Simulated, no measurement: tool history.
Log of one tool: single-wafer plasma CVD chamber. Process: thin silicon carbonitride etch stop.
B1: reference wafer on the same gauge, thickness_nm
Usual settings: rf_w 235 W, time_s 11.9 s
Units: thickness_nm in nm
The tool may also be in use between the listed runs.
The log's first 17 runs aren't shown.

Run 18, hour 209.9: usual settings but rf_w 265 W; B1 6.739. Result: thickness_nm 7.095 nm.
Run 19, hour 224.4: usual settings but rf_w 265 W, time_s 11 s; B1 6.742. Result: thickness_nm 6.551 nm.
Run 20, hour 235.9: usual settings but time_s 13.8 s; B1 6.739. Result: thickness_nm 7.983 nm.
Run 21, hour 242.1: usual settings but time_s 14 s; B1 6.743. Result: thickness_nm 8.119 nm.
At hour 254.2: RF generator calibrated, repeated, since the last time left the tool worse.
At hour 260.8: showerhead replaced.
Run 22, hour 261.3: usual settings; B1 6.74. Result: thickness_nm 7.056 nm.
Run 23, hour 261.6: usual settings but rf_w 190 W, time_s 13.4 s; B1 6.739. Result: thickness_nm 7.582 nm.
At hour 270.8: thermocouple changed; heater temperature recalibrated.
Run 24, hour 273.5: usual settings; B1 6.738. Result: thickness_nm 7.045 nm.
Run 25, hour 289: usual settings; B1 6.74. Result: thickness_nm 7.065 nm.
Run 26, hour 305.7: usual settings; B1 6.74. Result: thickness_nm 7.079 nm.
Run 27, hour 322.8: usual settings but rf_w 190 W; B1 6.741. Result: thickness_nm 6.742 nm.
Run 28, hour 329: usual settings but rf_w 195 W, time_s 13.2 s; B1 6.74. Result: thickness_nm 7.512 nm.
Run 29, hour 346: usual settings but rf_w 225 W, time_s 13 s; B1 6.74. Result: thickness_nm 7.653 nm.
Run 30, hour 358.8: usual settings but rf_w 250 W, time_s 11.2 s; B1 6.739. Result: thickness_nm 6.723 nm.
Run 31, hour 373.8: usual settings but time_s 9.7 s; B1 6.739. Result: thickness_nm 5.745 nm.
Run 32, hour 380.4: usual settings but rf_w 255 W, time_s 13 s; B1 6.742. Result: thickness_nm 7.866 nm.
Run 33, hour 391.9: usual settings but rf_w 275 W, time_s 10.2 s; B1 6.741. Result: thickness_nm 6.287 nm.
Run 34, hour 401.8: usual settings but rf_w 275 W, time_s 10.5 s; B1 6.74. Result: thickness_nm 6.47 nm.
Run 35, hour 410.8: usual settings but rf_w 210 W, time_s 13.8 s; B1 6.739. Result: thickness_nm 7.983 nm.
Run 36, hour 418.6: usual settings; B1 6.74. Result: thickness_nm 7.067 nm.

3 ways to go on from here, each from the tool as it stands after run 36. What would each give?
Run A, hour 419: usual settings but time_s 9.8 s; B1 ?. Result: thickness_nm ?.
Run B, hour 419: usual settings but rf_w 260 W, time_s 12.9 s; B1 ?. Result: thickness_nm ?.
Run C, hour 419: usual settings but rf_w 275 W; B1 ?. Result: thickness_nm ?.

run     B1  thickness_nm
  A  6.742         5.815
  B  6.742         7.839
  C  6.742         7.329
Without the tool's hidden state the same runs would have given:
run  thickness_nm
  A         5.819
  B         7.844
  C         7.334
